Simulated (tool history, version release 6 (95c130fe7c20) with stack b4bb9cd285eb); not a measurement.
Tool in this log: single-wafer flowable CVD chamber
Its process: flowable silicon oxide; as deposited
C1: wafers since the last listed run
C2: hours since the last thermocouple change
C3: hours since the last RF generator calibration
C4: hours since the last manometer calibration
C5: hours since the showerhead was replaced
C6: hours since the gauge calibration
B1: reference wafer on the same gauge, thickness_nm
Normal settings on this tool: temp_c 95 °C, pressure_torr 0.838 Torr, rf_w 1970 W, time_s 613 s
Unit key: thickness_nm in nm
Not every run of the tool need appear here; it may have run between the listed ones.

Run 1, hour 0: usual settings but pressure_torr 0.995 Torr; C1 0; C2 979.4; C3 24.4; C4 1274.5; C5 6223.1; C6 824.3; B1 397.757. Result: thickness_nm 518.934 nm.
Run 2, hour 14.7: usual settings but temp_c 100 °C, pressure_torr 0.76 Torr; C1 30; C2 994.1; C3 39.1; C4 1289.2; C5 6237.8; C6 839; B1 397.365. Result: thickness_nm 358.865 nm.
Run 3, hour 28.8: usual settings but temp_c 98 °C; C1 28; C2 1008.2; C3 53.2; C4 1303.3; C5 6251.9; C6 853.1; B1 396.991. Result: thickness_nm 412.031 nm.
Run 4, hour 56.7: usual settings but temp_c 98 °C; C1 57; C2 1036.1; C3 81.1; C4 1331.2; C5 6279.8; C6 881; B1 397.391. Result: thickness_nm 413.965 nm.
Run 5, hour 75.7: usual settings but pressure_torr 0.696 Torr; C1 38; C2 1055.1; C3 100.1; C4 1350.2; C5 6298.8; C6 900; B1 396.754. Result: thickness_nm 412.256 nm.
Run 6, hour 99.7: usual settings but pressure_torr 0.696 Torr; C1 49; C2 1079.1; C3 124.1; C4 1374.2; C5 6322.8; C6 924; B1 397.78. Result: thickness_nm 409.571 nm.
Run 7, hour 128.1: usual settings; C1 58; C2 1107.5; C3 152.5; C4 1402.6; C5 6351.2; C6 952.4; B1 397.099. Result: thickness_nm 464.514 nm.
Run 8, hour 148.9: usual settings but temp_c 90 °C, pressure_torr 0.902 Torr, rf_w 2295 W, time_s 516 s; C1 42; C2 1128.3; C3 173.3; C4 1423.4; C5 6372; C6 973.2; B1 396.617. Result: thickness_nm 512.925 nm.
Run 9, hour 172.9: usual settings but rf_w 1755 W; C1 49; C2 1152.3; C3 197.3; C4 1447.4; C5 6396; C6 997.2; B1 396.819. Result: thickness_nm 445.696 nm.
Run 10, hour 197.6: usual settings but temp_c 83 °C, pressure_torr 0.671 Torr, rf_w 2120 W; C1 50; C2 1177; C3 222; C4 1472.1; C5 6420.7; C6 1021.9; B1 397.121. Result: thickness_nm 621.671 nm.
At hour 206.5: thermocouple changed; heater temperature recalibrated.
At hour 217.5: capacitance manometer re-zeroed and calibrated.
Run 11, hour 219: usual settings but pressure_torr 0.995 Torr; C1 11; C2 12.5; C3 243.4; C4 1.5; C5 6442.1; C6 1043.3; B1 396.457. Result: thickness_nm 522.955 nm.
Run 12, hour 242.2: usual settings but temp_c 89 °C, time_s 712 s; C1 47; C2 35.7; C3 266.6; C4 24.7; C5 6465.3; C6 1066.5; B1 397.121. Result: thickness_nm 668.84 nm.
Run 13, hour 256.8: usual settings but temp_c 81 °C, rf_w 1605 W, time_s 559 s; C1 29; C2 50.3; C3 281.2; C4 39.3; C5 6479.9; C6 1081.1; B1 396.987. Result: thickness_nm 640.591 nm.
Run 14, hour 275.7: usual settings but rf_w 1600 W, time_s 663 s; C1 38; C2 69.2; C3 300.1; C4 58.2; C5 6498.8; C6 1100; B1 397.618. Result: thickness_nm 467.366 nm.
Run 15, hour 295.9: usual settings but pressure_torr 0.678 Torr; C1 41; C2 89.4; C3 320.3; C4 78.4; C5 6519; C6 1120.2; B1 397.004. Result: thickness_nm 402.73 nm.
Run 16, hour 322.1: usual settings but pressure_torr 0.706 Torr; C1 53; C2 115.6; C3 346.5; C4 104.6; C5 6545.2; C6 1146.4; B1 397.471. Result: thickness_nm 413.375 nm.
At hour 326.2: gauge calibrated.
Run 17, hour 356.1: usual settings but pressure_torr 0.746 Torr; C1 69; C2 149.6; C3 380.5; C4 138.6; C5 6579.2; C6 29.9; B1 396.978. Result: thickness_nm 428.127 nm.
Run 18, hour 371.9: usual settings but rf_w 1825 W; C1 32; C2 165.4; C3 396.3; C4 154.4; C5 6595; C6 45.7; B1 396.763. Result: thickness_nm 452.507 nm.

Run 19 has not been measured yet. What should we expect?
Run 19, hour 398.7: usual settings but temp_c 83 °C, pressure_torr 0.671 Torr, rf_w 2120 W; C1 54; C2 192.2; C3 423.1; C4 181.2; C5 6621.8; C6 72.5; B1 ?. Result: thickness_nm ?.

Run 19 measured B1 397.047, thickness_nm 625.251 nm.
Without the tool's hidden state the same run would have given thickness_nm 625.251 nm.
